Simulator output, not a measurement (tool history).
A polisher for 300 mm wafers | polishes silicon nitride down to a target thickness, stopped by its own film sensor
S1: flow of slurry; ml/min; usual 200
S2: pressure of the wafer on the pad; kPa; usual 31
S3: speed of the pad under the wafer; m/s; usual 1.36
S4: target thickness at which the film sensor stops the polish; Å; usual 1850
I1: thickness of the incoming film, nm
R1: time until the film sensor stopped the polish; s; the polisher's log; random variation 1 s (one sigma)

run    hour   S1    S2    S3    S4     I1     R1
  1       0  200    31  1.36  1850  444.8   97.4
        8.3  -- slurry nozzle cleaned
  2    28.2  160    31  1.36  1850  447.5  101.5
  3    89.6  160    31  1.36  1850  447.1  101.4
  4   119.6  160    31  1.36  1850  456.2  105.4
        202  -- head pressure recalibrated
        219  -- worn pad replaced by a new one
  5     236  200    31  1.36  1850  444.4  103.8
  6   354.4  200    31  1.36  1850  448.1  104.3
      377.1  -- slurry nozzle cleaned
  7   404.2  200    31  1.36  1850  450.8  103.8
  8   436.9  200    31  1.36  1850  454.3  103.9
      495.7  -- worn pad replaced by a new one
  9   599.1  200    31  1.36  1850  460.3  105.4
 10   667.7  200    31  1.36  1850  453.7  102.9
 11   710.5  200    31  1.36  1850  452.9  100.3
        818  -- slurry nozzle cleaned
      836.9  -- worn pad replaced by a new one
 12   902.9  170  35.2  0.92  1310    450  144.4
 13   973.4  200    31  1.16  1850  453.4  108.1
     1083.9  -- head pressure recalibrated
 14  1174.6  260    31  1.66  1850  450.8   85.6
     1188.7  -- worn pad replaced by a new one
 15  1203.5  225    31  1.54  1850  445.8   90.3
 16  1227.9  200    31  1.36  1850  447.4  103.2
     1250.5  -- slurry nozzle cleaned
 17  1288.1  200  25.5  1.16  2170  445.3  123.2
 18  1326.5  200    31  1.36  1850  448.2  101.9
 19  1393.3  260    31  1.66  1850  454.5   83.3
 20  1448.5  200    31  1.36  1850  453.5  101.7

Run 21 comes next. What will it give?
 21  1510.5  200  31  1.36  1420  440.8   ?

{"run 21": {"R1": 113.4}}
Without the tool's hidden state the same run would have given R1 116.2 s.
